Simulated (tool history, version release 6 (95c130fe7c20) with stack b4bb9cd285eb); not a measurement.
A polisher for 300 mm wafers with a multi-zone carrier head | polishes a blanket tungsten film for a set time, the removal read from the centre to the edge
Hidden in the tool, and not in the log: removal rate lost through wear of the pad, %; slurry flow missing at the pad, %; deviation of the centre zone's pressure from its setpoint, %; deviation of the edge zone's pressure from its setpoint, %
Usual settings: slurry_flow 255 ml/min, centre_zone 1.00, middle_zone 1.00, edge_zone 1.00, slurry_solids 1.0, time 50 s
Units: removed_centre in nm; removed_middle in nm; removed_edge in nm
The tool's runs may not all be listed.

run	hour	slurry_flow	centre_zone	middle_zone	edge_zone	slurry_solids	time	wafers since the last listed run	wafers polished on this pad	hours since the slurry nozzle was cleaned	hours since the centre zone pressure was calibrated	hours since the edge zone pressure was calibrated	hours since the carrier head's membrane was replaced	incoming thickness of the incoming film, nm	removed_centre	removed_middle	removed_edge
1	0.0	255	1.00	1.00	1.00	1.2	50	0	351	252.7	385.8	960.3	1545.6	805.3	232.6	231.6	243.3
# hour 8.4: edge zone pressure recalibrated
2	26.5	255	1.00	1.00	1.05	1.0	50	141	492	279.2	412.3	18.1	1572.1	819.9	219.2	213.3	231.3
# hour 42.0: carrier head's membrane replaced by a new one
3	42.5	255	1.00	1.00	1.00	1.0	50	63	555	295.2	428.3	34.1	0.5	805.9	220.4	213.2	223.2
4	60.6	255	1.00	1.00	1.00	1.0	50	104	659	313.3	446.4	52.2	18.6	800.9	212.2	212.0	221.6
5	95.4	255	1.00	1.00	1.00	1.0	50	200	860	348.1	481.2	87.0	53.4	811.5	215.2	211.9	222.5
# hour 114.3: worn pad replaced by a new one
6	125.6	255	1.00	1.00	1.00	0.8	50	150	64	378.3	511.4	117.2	83.6	805.9	218.4	221.0	227.3
# hour 141.4: centre zone pressure recalibrated
# hour 149.7: slurry nozzle cleaned
7	156.0	255	1.00	1.00	1.00	1.0	50	157	222	6.3	14.6	147.6	114.0	813.1	225.5	226.0	235.5
8	172.1	255	1.00	1.00	1.00	1.0	50	92	315	22.4	30.7	163.7	130.1	808.6	220.4	219.9	225.9
9	202.0	230	1.00	1.00	1.00	1.0	43	172	487	52.3	60.6	193.6	160.0	812.1	185.8	179.7	188.7
10	219.1	255	1.00	1.00	1.00	1.0	66	98	585	69.4	77.7	210.7	177.1	808.2	280.4	283.3	293.5
11	251.9	230	1.00	1.08	1.00	1.0	61	188	774	102.2	110.5	243.5	209.9	792.8	259.3	277.1	263.5
12	273.4	255	1.03	1.00	1.00	1.0	65	123	898	123.7	132.0	265.0	231.4	821.5	290.7	278.6	283.4
# hour 282.9: worn pad replaced by a new one
13	287.4	255	1.00	1.05	1.00	1.0	50	57	25	137.7	146.0	279.0	245.4	790.8	244.0	244.2	240.6
14	313.8	175	1.00	1.00	1.08	1.0	65	151	177	164.1	172.4	305.4	271.8	809.2	279.1	278.9	303.8
15	345.2	175	1.00	1.00	1.00	1.0	50	180	358	195.5	203.8	336.8	303.2	806.8	206.9	206.8	220.6
16	378.9	255	1.00	1.00	1.00	1.0	62	193	552	229.2	237.5	370.5	336.9	803.8	272.8	261.4	278.4
17	400.1	255	1.10	1.00	1.06	1.3	50	122	674	250.4	258.7	391.7	358.1	815.4	253.5	228.7	242.1
18	421.6	255	1.00	1.00	1.00	1.0	50	123	798	271.9	280.2	413.2	379.6	806.6	211.4	212.3	220.9
19	454.0	255	1.00	1.00	1.00	1.0	50	186	984	304.3	312.6	445.6	412.0	815.3	212.9	206.0	216.7
20	472.6	255	1.00	1.00	1.00	1.0	50	107	1092	322.9	331.2	464.2	430.6	799.6	208.2	209.5	218.0
# hour 485.7: slurry nozzle cleaned
21	496.2	255	0.90	0.93	1.00	1.0	50	130	1222	10.5	354.8	487.8	454.2	825.0	187.1	195.8	214.6
# hour 504.0: worn pad replaced by a new one
22	512.2	255	1.00	1.00	1.00	0.8	44	69	47	26.5	370.8	503.8	470.2	809.4	196.4	192.3	198.3

Forecast each of these 3 alternatives for the next run:
A	512.6	255	0.97	1.00	1.00	1.0	50	2	49	26.9	371.2	504.2	470.6	797.2	?	?	?
B	512.6	280	1.00	1.00	1.00	1.0	50	2	49	26.9	371.2	504.2	470.6	797.2	?	?	?
C	512.6	330	1.00	0.92	1.00	1.0	50	2	49	26.9	371.2	504.2	470.6	797.2	?	?	?

run	removed_centre	removed_middle	removed_edge
A	228.9	231.3	238.7
B	238.4	233.4	240.4
C	242.1	220.8	243.3
Without the tool's hidden state the same runs would have given:
run	removed_centre	removed_middle	removed_edge
A	233.3	235.8	243.3
B	243.0	237.9	245.0
C	246.8	225.1	248.0
